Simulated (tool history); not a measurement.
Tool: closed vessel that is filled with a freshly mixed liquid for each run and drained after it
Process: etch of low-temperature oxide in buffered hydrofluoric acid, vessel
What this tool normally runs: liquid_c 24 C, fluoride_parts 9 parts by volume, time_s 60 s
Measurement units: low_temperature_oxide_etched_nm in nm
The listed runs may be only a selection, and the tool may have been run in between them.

| run | hour | liquid_c | fluoride_parts | time_s | read-back film thickness of the low-temperature oxide reference wafer, read on the same gauge (nm) | low_temperature_oxide_etched_nm |
|---|---|---|---|---|---|---|
| 1 | 0 | 24 | 10 | 70 | 79.98 | 355.82 |
| 2 | 41.2 | 24 | 10 | 70 | 80 | 358.28 |
| 3 | 121.2 | 24 | 10 | 70 | 80 | 351.41 |
| 4 | 160.7 | 24 | 8 | 60 | 80.03 | 376.31 |
| 5 | 235.1 | 24 | 9 | 60 | 79.99 | 335.07 |
| 6 | 313.5 | 24 | 9 | 60 | 79.98 | 338.45 |
| 7 | 382.2 | 24 | 9 | 60 | 80.02 | 340.79 |
| 8 | 437.8 | 24 | 9 | 60 | 80.01 | 341.78 |
| 9 | 504 | 24 | 9 | 60 | 79.96 | 345.11 |
| 10 | 564.8 | 24 | 9 | 60 | 79.95 | 343.63 |
|  | 603.4 | thermometer replaced |
|  | 608.3 | hydrofluoric acid flow meter replaced |
| 11 | 666.4 | 24 | 9 | 60 | 80.01 | 366.78 |
| 12 | 752.1 | 19.5 | 11.5 | 85 | 79.99 | 322.83 |
| 13 | 873.7 | 27 | 8 | 35 | 80.04 | 281.49 |
|  | 936.4 | hydrofluoric acid flow meter replaced, repeated, since the last time left the tool worse |
| 14 | 940.1 | 24 | 9 | 60 | 79.98 | 322.1 |
| 15 | 993.9 | 24 | 8 | 60 | 79.98 | 361.93 |

What will run 16 give?
| 16 | 1089.4 | 24 | 9 | 60 | ? | ? |

Run 16 yielded read-back film thickness of the low-temperature oxide reference wafer, read on the same gauge (nm) 80.04, low_temperature_oxide_etched_nm 321.78 nm.
If the tool had no hidden condition, the same run with the same run-to-run variation would have returned low_temperature_oxide_etched_nm 316.54 nm.
